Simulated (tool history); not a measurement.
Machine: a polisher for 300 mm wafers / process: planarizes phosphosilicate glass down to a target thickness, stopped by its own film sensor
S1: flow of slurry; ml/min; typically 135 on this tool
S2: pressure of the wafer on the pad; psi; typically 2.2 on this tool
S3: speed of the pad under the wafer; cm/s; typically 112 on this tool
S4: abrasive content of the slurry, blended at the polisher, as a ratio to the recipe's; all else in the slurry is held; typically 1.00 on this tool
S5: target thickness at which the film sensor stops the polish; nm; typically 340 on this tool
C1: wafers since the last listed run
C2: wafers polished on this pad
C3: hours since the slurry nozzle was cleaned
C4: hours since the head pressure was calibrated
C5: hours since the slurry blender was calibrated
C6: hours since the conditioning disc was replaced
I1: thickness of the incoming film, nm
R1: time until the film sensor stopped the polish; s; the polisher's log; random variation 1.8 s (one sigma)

{"run": 1, "day": 0.0, "S1": 135, "S2": 2.2, "S3": 112, "S4": 1.0, "S5": 340, "C1": 0, "C2": 361, "C3": 97.6, "C4": 713.7, "C5": 144.6, "C6": 226.3, "I1": 919.1, "R1": 102.1}
{"day": 1.992, "done": "conditioning disc replaced and pad reconditioned"}
{"run": 2, "day": 3.2, "S1": 135, "S2": 2.2, "S3": 112, "S4": 1.0, "S5": 398, "C1": 439, "C2": 801, "C3": 174.4, "C4": 790.5, "C5": 221.4, "C6": 29.0, "I1": 900.7, "R1": 92.8}
{"run": 3, "day": 5.488, "S1": 135, "S2": 2.2, "S3": 112, "S4": 1.0, "S5": 398, "C1": 322, "C2": 1124, "C3": 229.3, "C4": 845.4, "C5": 276.3, "C6": 83.9, "I1": 917.2, "R1": 95.3}
{"day": 5.996, "done": "slurry blender recalibrated"}
{"day": 7.95, "done": "worn pad replaced by a new one"}
{"day": 8.4, "done": "slurry nozzle cleaned"}
{"run": 4, "day": 8.646, "S1": 135, "S2": 2.7, "S3": 112, "S4": 1.0, "S5": 340, "C1": 404, "C2": 92, "C3": 5.9, "C4": 921.2, "C5": 63.6, "C6": 159.7, "I1": 908.2, "R1": 81.5}
{"run": 5, "day": 10.846, "S1": 135, "S2": 1.6, "S3": 112, "S4": 0.8, "S5": 340, "C1": 310, "C2": 402, "C3": 58.7, "C4": 974.0, "C5": 116.4, "C6": 212.5, "I1": 896.5, "R1": 144.5}
{"day": 11.733, "done": "conditioning disc replaced and pad reconditioned"}
{"run": 6, "day": 12.496, "S1": 135, "S2": 1.6, "S3": 112, "S4": 0.8, "S5": 340, "C1": 221, "C2": 623, "C3": 98.3, "C4": 1013.6, "C5": 156.0, "C6": 18.3, "I1": 907.5, "R1": 147.1}
{"run": 7, "day": 14.708, "S1": 135, "S2": 1.6, "S3": 112, "S4": 0.8, "S5": 340, "C1": 312, "C2": 936, "C3": 151.4, "C4": 1066.7, "C5": 209.1, "C6": 71.4, "I1": 915.6, "R1": 149.9}
{"day": 17.517, "done": "slurry blender recalibrated"}
{"day": 18.475, "done": "worn pad replaced by a new one"}
{"run": 8, "day": 18.496, "S1": 135, "S2": 2.2, "S3": 112, "S4": 1.0, "S5": 340, "C1": 499, "C2": 2, "C3": 242.3, "C4": 1157.6, "C5": 23.5, "C6": 162.3, "I1": 918.1, "R1": 102.9}
{"day": 19.475, "done": "slurry nozzle cleaned"}
{"run": 9, "day": 22.108, "S1": 170, "S2": 2.2, "S3": 94, "S4": 0.85, "S5": 340, "C1": 504, "C2": 506, "C3": 63.2, "C4": 1244.3, "C5": 110.2, "C6": 249.0, "I1": 905.6, "R1": 115.2}
{"day": 22.446, "done": "conditioning disc replaced and pad reconditioned"}
{"run": 10, "day": 24.162, "S1": 165, "S2": 2.2, "S3": 136, "S4": 1.0, "S5": 221, "C1": 278, "C2": 785, "C3": 112.5, "C4": 1293.6, "C5": 159.5, "C6": 41.2, "I1": 913.6, "R1": 109.3}
{"day": 25.55, "done": "head pressure recalibrated"}
{"run": 11, "day": 25.7, "S1": 135, "S2": 2.2, "S3": 112, "S4": 1.0, "S5": 340, "C1": 205, "C2": 990, "C3": 149.4, "C4": 3.6, "C5": 196.4, "C6": 78.1, "I1": 890.2, "R1": 104.0}
{"day": 28.462, "done": "slurry blender recalibrated"}
{"run": 12, "day": 29.246, "S1": 135, "S2": 2.2, "S3": 150, "S4": 1.0, "S5": 340, "C1": 488, "C2": 1479, "C3": 234.5, "C4": 88.7, "C5": 18.8, "C6": 163.2, "I1": 895.1, "R1": 82.9}
{"day": 30.225, "done": "slurry nozzle cleaned"}
{"day": 30.254, "done": "worn pad replaced by a new one"}
{"run": 13, "day": 31.512, "S1": 150, "S2": 2.0, "S3": 112, "S4": 1.0, "S5": 229, "C1": 310, "C2": 177, "C3": 30.9, "C4": 143.1, "C5": 73.2, "C6": 217.6, "I1": 916.7, "R1": 128.8}
{"day": 33.996, "done": "conditioning disc replaced and pad reconditioned"}
{"run": 14, "day": 34.158, "S1": 135, "S2": 2.2, "S3": 112, "S4": 1.0, "S5": 340, "C1": 361, "C2": 539, "C3": 94.4, "C4": 206.6, "C5": 136.7, "C6": 3.9, "I1": 908.0, "R1": 103.3}
{"run": 15, "day": 37.392, "S1": 135, "S2": 2.2, "S3": 112, "S4": 0.75, "S5": 340, "C1": 456, "C2": 996, "C3": 172.0, "C4": 284.2, "C5": 214.3, "C6": 81.5, "I1": 907.9, "R1": 116.9}
{"day": 40.283, "done": "slurry blender recalibrated"}
{"day": 41.2, "done": "worn pad replaced by a new one"}
{"day": 41.267, "done": "slurry nozzle cleaned"}
{"day": 46.038, "done": "conditioning disc replaced and pad reconditioned"}
{"day": 50.283, "done": "slurry blender recalibrated"}
{"run": 16, "day": 50.362, "S1": 135, "S2": 2.2, "S3": 112, "S4": 1.0, "S5": 151, "C1": 1766, "C2": 1264, "C3": 218.3, "C4": 595.5, "C5": 1.9, "C6": 103.8, "I1": 898.6, "R1": 130.2}
{"day": 51.521, "done": "worn pad replaced by a new one"}
{"day": 52.646, "done": "slurry nozzle cleaned"}
{"run": 17, "day": 52.879, "S1": 135, "S2": 2.2, "S3": 112, "S4": 1.0, "S5": 340, "C1": 325, "C2": 185, "C3": 5.6, "C4": 655.9, "C5": 62.3, "C6": 164.2, "I1": 919.9, "R1": 104.7}

How would selected steps in R1 from run to run divide? Give the signed amount a tool lacking its hidden state would still show from settings, what came in and random variation, and the signed amount left for the hidden state, including any gauge scatter that is not in both of the compared results.
Hidden conditions of the tool in this case: removal rate lost through wear of the pad, %; slurry flow missing at the pad, %; deviation of the head's pressure from its setpoint, %; abrasive missing from the slurry, %; time polished since the conditioner stopped cutting, s.
Run 4 -> 5: S2 2.7 -> 1.6, S4 1.00 -> 0.80. R1 +63.0 s: hidden state +6.3, all else +56.7.
Run 7 -> 8: S2 1.6 -> 2.2, S4 0.80 -> 1.00, slurry blender recalibrated, worn pad replaced by a new one. R1 -47.0 s: hidden state -10.5, all else -36.5.
